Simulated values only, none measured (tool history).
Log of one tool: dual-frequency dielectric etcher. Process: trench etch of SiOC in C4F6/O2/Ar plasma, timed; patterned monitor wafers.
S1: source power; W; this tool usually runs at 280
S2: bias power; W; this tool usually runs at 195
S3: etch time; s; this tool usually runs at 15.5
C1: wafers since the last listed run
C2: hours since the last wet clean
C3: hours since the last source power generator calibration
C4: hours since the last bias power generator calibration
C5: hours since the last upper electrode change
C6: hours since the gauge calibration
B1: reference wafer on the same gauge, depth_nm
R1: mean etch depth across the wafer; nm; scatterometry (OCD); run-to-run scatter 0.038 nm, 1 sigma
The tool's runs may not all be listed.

| run | day | S1 | S2 | S3 | C1 | C2 | C3 | C4 | C5 | C6 | B1 | R1 |
|---|---|---|---|---|---|---|---|---|---|---|---|---|
| 1 | 0.000 | 280 | 176 | 17.5 | 0 | 244.6 | 3033.5 | 2135.5 | 6277.0 | 458.5 | 30.00 | 27.10 |
| 2 | 1.362 | 280 | 176 | 17.5 | 549 | 277.3 | 3066.2 | 2168.2 | 6309.7 | 491.2 | 30.00 | 27.10 |
| 3 | 2.192 | 280 | 195 | 15.5 | 334 | 297.2 | 3086.1 | 2188.1 | 6329.6 | 511.1 | 30.00 | 24.96 |
| 4 | 3.583 | 280 | 195 | 15.5 | 560 | 330.6 | 3119.5 | 2221.5 | 6363.0 | 544.5 | 30.00 | 24.82 |
| 5 | 4.546 | 280 | 195 | 15.5 | 387 | 353.7 | 3142.6 | 2244.6 | 6386.1 | 567.6 | 29.99 | 24.91 |
| 6 | 5.683 | 240 | 195 | 15.5 | 458 | 381.0 | 3169.9 | 2271.9 | 6413.4 | 594.9 | 30.00 | 23.74 |
| 7 | 6.762 | 240 | 195 | 15.5 | 434 | 406.9 | 3195.8 | 2297.8 | 6439.3 | 620.8 | 30.00 | 23.74 |
|  | 8.175 | wet clean of the chamber |
| 8 | 8.196 | 280 | 165 | 15.5 | 174 | 0.5 | 3230.2 | 2332.2 | 6473.7 | 655.2 | 30.00 | 23.75 |
| 9 | 8.596 | 280 | 165 | 15.5 | 161 | 10.1 | 3239.8 | 2341.8 | 6483.3 | 664.8 | 30.00 | 23.70 |
| 10 | 9.858 | 280 | 195 | 15.5 | 508 | 40.4 | 3270.1 | 2372.1 | 6513.6 | 695.1 | 30.00 | 25.20 |
| 11 | 10.433 | 280 | 195 | 15.5 | 231 | 54.2 | 3283.9 | 2385.9 | 6527.4 | 708.9 | 30.00 | 25.23 |
| 12 | 11.912 | 280 | 195 | 15.5 | 596 | 89.7 | 3319.4 | 2421.4 | 6562.9 | 744.4 | 30.00 | 25.09 |
| 13 | 13.225 | 280 | 195 | 15.5 | 528 | 121.2 | 3350.9 | 2452.9 | 6594.4 | 775.9 | 30.00 | 25.09 |
|  | 14.579 | upper electrode replaced |
| 14 | 14.600 | 280 | 195 | 15.5 | 151 | 154.2 | 3383.9 | 2485.9 | 0.5 | 808.9 | 29.99 | 25.08 |
| 15 | 15.242 | 280 | 195 | 14.0 | 258 | 169.6 | 3399.3 | 2501.3 | 15.9 | 824.3 | 30.00 | 22.55 |
| 16 | 16.692 | 260 | 182 | 11.0 | 584 | 204.4 | 3434.1 | 2536.1 | 50.7 | 859.1 | 30.00 | 16.90 |
| 17 | 18.804 | 280 | 179 | 17.5 | 851 | 255.1 | 3484.8 | 2586.8 | 101.4 | 909.8 | 29.99 | 27.22 |
| 18 | 19.512 | 220 | 162 | 15.5 | 285 | 272.1 | 3501.8 | 2603.8 | 118.4 | 926.8 | 30.00 | 21.66 |
|  | 19.679 | gauge calibrated |
|  | 20.342 | source power generator calibrated |
| 19 | 20.446 | 280 | 195 | 15.5 | 308 | 294.5 | 2.5 | 2626.2 | 140.8 | 18.4 | 30.00 | 24.86 |
| 20 | 21.662 | 230 | 164 | 15.5 | 490 | 323.7 | 31.7 | 2655.4 | 170.0 | 47.6 | 30.00 | 21.97 |
| 21 | 22.342 | 280 | 195 | 15.5 | 273 | 340.0 | 48.0 | 2671.7 | 186.3 | 63.9 | 30.01 | 24.88 |
| 22 | 22.850 | 210 | 166 | 14.0 | 204 | 352.2 | 60.2 | 2683.9 | 198.5 | 76.1 | 30.00 | 19.33 |
| 23 | 23.942 | 280 | 161 | 17.0 | 439 | 378.4 | 86.4 | 2710.1 | 224.7 | 102.3 | 30.00 | 25.26 |
|  | 26.671 | wet clean of the chamber |
| 24 | 26.692 | 280 | 195 | 15.5 | 705 | 0.5 | 152.4 | 2776.1 | 290.7 | 168.3 | 30.00 | 25.16 |
|  | 28.354 | bias power generator calibrated |
| 25 | 30.575 | 330 | 215 | 15.5 | 1497 | 93.7 | 245.6 | 53.3 | 383.9 | 261.5 | 30.01 | 27.66 |
| 26 | 31.296 | 210 | 195 | 15.5 | 290 | 111.0 | 262.9 | 70.6 | 401.2 | 278.8 | 30.00 | 23.32 |
| 27 | 31.908 | 250 | 195 | 17.0 | 246 | 125.7 | 277.6 | 85.3 | 415.9 | 293.5 | 29.99 | 26.85 |
| 28 | 33.167 | 280 | 195 | 15.5 | 507 | 155.9 | 307.8 | 115.5 | 446.1 | 323.7 | 30.01 | 25.29 |
| 29 | 33.992 | 300 | 236 | 14.0 | 332 | 175.7 | 327.6 | 135.3 | 465.9 | 343.5 | 30.00 | 25.00 |
| 30 | 35.075 | 210 | 181 | 11.5 | 436 | 201.7 | 353.6 | 161.3 | 491.9 | 369.5 | 30.00 | 16.75 |
| 31 | 35.779 | 210 | 169 | 15.5 | 283 | 218.6 | 370.5 | 178.2 | 508.8 | 386.4 | 30.00 | 21.87 |

Results per run with the tool's hidden condition removed, run-to-run variation unchanged:
Hidden state at play: etch rate over this chamber's usual, %; source power that arrives over what is set, %; bias power that arrives over what is set, %; gauge reads high (%).
| run | R1 |
|---|---|
| 1 | 27.62 |
| 2 | 27.67 |
| 3 | 25.51 |
| 4 | 25.40 |
| 5 | 25.53 |
| 6 | 24.36 |
| 7 | 24.39 |
| 8 | 23.98 |
| 9 | 23.95 |
| 10 | 25.51 |
| 11 | 25.56 |
| 12 | 25.46 |
| 13 | 25.49 |
| 14 | 25.53 |
| 15 | 22.97 |
| 16 | 17.25 |
| 17 | 27.84 |
| 18 | 22.17 |
| 19 | 25.49 |
| 20 | 22.55 |
| 21 | 25.57 |
| 22 | 19.87 |
| 23 | 25.99 |
| 24 | 25.53 |
| 25 | 27.81 |
| 26 | 23.47 |
| 27 | 27.04 |
| 28 | 25.50 |
| 29 | 25.23 |
| 30 | 16.91 |
| 31 | 22.11 |

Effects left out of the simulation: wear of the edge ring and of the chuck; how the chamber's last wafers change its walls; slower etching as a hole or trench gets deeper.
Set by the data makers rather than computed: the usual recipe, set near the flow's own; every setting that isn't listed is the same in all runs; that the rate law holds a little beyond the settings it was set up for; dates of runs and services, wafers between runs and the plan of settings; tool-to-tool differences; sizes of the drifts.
